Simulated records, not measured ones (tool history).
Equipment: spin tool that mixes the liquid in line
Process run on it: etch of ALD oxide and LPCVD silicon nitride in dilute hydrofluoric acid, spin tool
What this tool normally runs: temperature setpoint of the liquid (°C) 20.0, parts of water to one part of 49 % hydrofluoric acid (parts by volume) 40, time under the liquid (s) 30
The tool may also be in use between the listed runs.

run    hour  temperature setpoint of the liquid (°C)  parts of water to one part of 49 % hydrofluoric acid (parts by volume)  time under the liquid (s)  read-back film thickness of the ALD oxide reference wafer, read on the same gauge (nm)  thickness taken off the ALD oxide on a monitor wafer (angstrom)
  1     0.0                                     20.0                                                                      40                         30                                                                                  139.99                                                            194.3
  2    74.1                                     20.0                                                                      40                         30                                                                                  140.03                                                            195.2
  3   178.3                                     20.0                                                                      40                         30                                                                                  139.95                                                            194.5
  4   227.5                                     20.0                                                                      40                         30                                                                                  140.03                                                            192.2
  5   306.9                                     20.0                                                                      40                         30                                                                                  140.01                                                            195.3
  6   408.9                                     20.0                                                                      40                         30                                                                                  140.01                                                            189.8
      430.1  -- thermometer replaced
  7   454.0                                     20.0                                                                      40                         30                                                                                  140.01                                                            201.5
  8   542.5                                     20.0                                                                      40                         30                                                                                  140.03                                                            201.4
  9   601.3                                     20.0                                                                      40                         30                                                                                  139.99                                                            200.8
 10   692.6                                     23.5                                                                      55                         30                                                                                  140.02                                                            163.7
 11   755.6                                     23.5                                                                      55                         30                                                                                  140.02                                                            164.5
      780.1  -- hydrofluoric acid flow meter replaced
 12   850.6                                     18.5                                                                      40                         30                                                                                  139.99                                                            183.4
 13   944.0                                     18.0                                                                      40                         30                                                                                  139.94                                                            178.7
     1003.1  -- gauge calibrated
 14  1016.7                                     17.0                                                                      20                         45                                                                                  140.00                                                            524.8
 15  1095.9                                     23.0                                                                      40                         30                                                                                  140.00                                                            220.4
 16  1182.6                                     20.0                                                                      40                         30                                                                                  140.02                                                            194.8
 17  1223.0                                     20.0                                                                      40                         30                                                                                  139.96                                                            192.6
     1232.3  -- thermometer replaced
 18  1299.9                                     17.5                                                                      30                         30                                                                                  140.02                                                            246.0
 19  1352.3                                     22.5                                                                      40                         35                                                                                  139.98                                                            263.3
 20  1393.1                                     20.0                                                                      40                         30                                                                                  140.02                                                            200.6
 21  1440.9                                     17.0                                                                      55                         40                                                                                  139.99                                                            167.6
 22  1490.6                                     23.5                                                                      55                         30                                                                                  140.00                                                            166.1
 23  1578.1                                     22.0                                                                      55                         45                                                                                  139.94                                                            230.5
 24  1646.3                                     20.0                                                                      40                         35                                                                                  140.02                                                            229.4
 25  1747.8                                     20.0                                                                      40                         30                                                                                  140.00                                                            196.9
 26  1795.6                                     17.0                                                                      25                         25                                                                                  140.02                                                            233.2

Forecast each of these 4 alternatives for the next run:
  A  1796.0                                     20.0                                                                      25                         30                                                                                       ?                                                                ?
  B  1796.0                                     17.0                                                                      45                         30                                                                                       ?                                                                ?
  C  1796.0                                     20.0                                                                      35                         20                                                                                       ?                                                                ?
  D  1796.0                                     17.5                                                                      40                         30                                                                                       ?                                                                ?

run  read-back film thickness of the ALD oxide reference wafer, read on the same gauge (nm)  thickness taken off the ALD oxide on a monitor wafer (angstrom)
  A                                                                                  140.02                                                            316.0
  B                                                                                  140.02                                                            150.5
  C                                                                                  140.02                                                            148.7
  D                                                                                  140.02                                                            174.0
Without the tool's hidden state the same runs would have given:
run  thickness taken off the ALD oxide on a monitor wafer (angstrom)
  A                                                            327.5
  B                                                            156.1
  C                                                            154.1
  D                                                            180.5

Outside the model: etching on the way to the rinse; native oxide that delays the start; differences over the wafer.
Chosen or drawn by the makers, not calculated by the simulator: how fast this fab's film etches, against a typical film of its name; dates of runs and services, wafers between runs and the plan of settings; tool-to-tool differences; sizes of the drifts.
